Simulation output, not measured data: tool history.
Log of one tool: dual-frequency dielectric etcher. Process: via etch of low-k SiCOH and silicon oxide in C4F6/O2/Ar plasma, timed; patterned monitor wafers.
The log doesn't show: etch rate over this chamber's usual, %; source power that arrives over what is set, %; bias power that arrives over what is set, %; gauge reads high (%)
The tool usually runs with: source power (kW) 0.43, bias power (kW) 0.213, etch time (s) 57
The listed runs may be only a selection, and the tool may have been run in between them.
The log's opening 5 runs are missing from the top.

run	day	source power (kW)	bias power (kW)	etch time (s)	wafers since the last listed run	hours since the last wet clean	hours since the last source power generator calibration	hours since the last bias power generator calibration	hours since the last upper electrode change	hours since the gauge calibration	read-back reference wafer on the same gauge, depth_nm	mean etch depth across the wafer (angstrom)
6	11.942	0.37	0.213	57	357	104.4	3295	167.4	4461.3	1046.8	142.3	1414
# day 12.871: source power generator calibrated
# day 13.533: upper electrode replaced
7	14.729	0.37	0.213	57	377	171.3	44.6	234.3	28.7	1113.7	142.1	1404
8	16.788	0.36	0.213	57	397	220.7	94	283.7	78.1	1163.1	142.1	1381
9	18.417	0.39	0.246	73	314	259.8	133.1	322.8	117.2	1202.2	141.8	1962
# day 19.221: gauge calibrated
10	20.612	0.43	0.213	57	423	312.5	185.8	375.5	169.9	33.4	149.2	1556
11	22.596	0.43	0.253	49	382	360.1	233.4	423.1	217.5	81	148.3	1462
12	24.171	0.51	0.19	64.5	303	397.9	271.2	460.9	255.3	118.8	148.1	1727
# day 26.804: wet clean of the chamber
13	26.833	0.46	0.23	68	320	0.7	335.1	524.8	319.2	182.7	147.1	1954
14	28.479	0.46	0.213	57	317	40.2	374.6	564.3	358.7	222.2	146.6	1569
15	31.471	0.34	0.213	68.5	577	112	446.4	636.1	430.5	294	145.5	1667
16	32.804	0.43	0.213	57	257	144	478.4	668.1	462.5	326	145.3	1515
17	35.346	0.51	0.251	66	490	205	539.4	729.1	523.5	387	144.3	2004
18	36.567	0.46	0.171	57	235	234.3	568.7	758.4	552.8	416.3	144.7	1358
19	38.017	0.38	0.213	57	279	269.1	603.5	793.2	587.6	451.1	143.8	1440
20	40.404	0.43	0.213	57	460	326.4	660.8	850.5	644.9	508.4	143.8	1500
21	41.654	0.49	0.251	44	241	356.4	690.8	880.5	674.9	538.4	143.9	1307
22	42.846	0.43	0.182	57	229	385	719.4	909.1	703.5	567	144.1	1369

Run 23 comes next. What will it give?
23	44.767	0.43	0.247	57	370	431.1	765.5	955.2	749.6	613.1	?	?

{"run 23": {"read-back reference wafer on the same gauge, depth_nm": 143.7, "mean etch depth across the wafer (angstrom)": 1608}}
Had the tool carried no hidden state, the very same run would have given mean etch depth across the wafer (angstrom) 1682.
